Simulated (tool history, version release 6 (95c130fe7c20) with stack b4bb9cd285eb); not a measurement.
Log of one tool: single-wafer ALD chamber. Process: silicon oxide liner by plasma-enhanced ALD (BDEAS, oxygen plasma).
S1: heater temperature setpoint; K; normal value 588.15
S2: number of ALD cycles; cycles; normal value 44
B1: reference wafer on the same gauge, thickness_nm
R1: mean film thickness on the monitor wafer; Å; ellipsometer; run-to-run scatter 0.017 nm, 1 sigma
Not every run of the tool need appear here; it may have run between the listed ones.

Run 1, day 0.000: usual settings; B1 3.126. Result: R1 38.18 Å.
Run 2, day 3.038: usual settings; B1 3.132. Result: R1 38.00 Å.
Run 3, day 4.875: usual settings; B1 3.131. Result: R1 38.09 Å.
Run 4, day 6.796: usual settings; B1 3.128. Result: R1 38.12 Å.
Run 5, day 8.958: usual settings but S1 597.15 K; B1 3.139. Result: R1 37.35 Å.
Run 6, day 11.367: usual settings; B1 3.136. Result: R1 37.95 Å.
Run 7, day 13.429: usual settings; B1 3.135. Result: R1 37.59 Å.
Run 8, day 16.533: usual settings; B1 3.129. Result: R1 38.02 Å.
Run 9, day 19.171: usual settings but S1 593.15 K; B1 3.126. Result: R1 37.89 Å.
Run 10, day 21.288: usual settings but S1 601.15 K, S2 41 cycles; B1 3.130. Result: R1 34.63 Å.
Run 11, day 24.621: usual settings but S1 581.15 K, S2 47 cycles; B1 3.126. Result: R1 40.89 Å.
Run 12, day 28.975: usual settings; B1 3.129. Result: R1 38.25 Å.
Run 13, day 32.296: usual settings but S1 574.15 K, S2 53 cycles; B1 3.123. Result: R1 46.89 Å.
At day 33.279: thermocouple changed; heater temperature recalibrated.
At day 35.658: gauge calibrated.
Run 14, day 38.012: usual settings; B1 3.128. Result: R1 38.06 Å.
Run 15, day 41.525: usual settings but S1 576.15 K, S2 47 cycles; B1 3.127. Result: R1 41.25 Å.
Run 16, day 43.896: usual settings; B1 3.131. Result: R1 38.08 Å.
Run 17, day 45.746: usual settings but S1 578.15 K, S2 50 cycles; B1 3.131. Result: R1 43.40 Å.
Run 18, day 48.612: usual settings but S1 596.15 K, S2 41 cycles; B1 3.133. Result: R1 35.04 Å.

For each run, what was the tool's unlogged condition?
wafer temperature above the value expected at the setpoint (K): 0 in every run
gauge reads high (%): 0 in every run
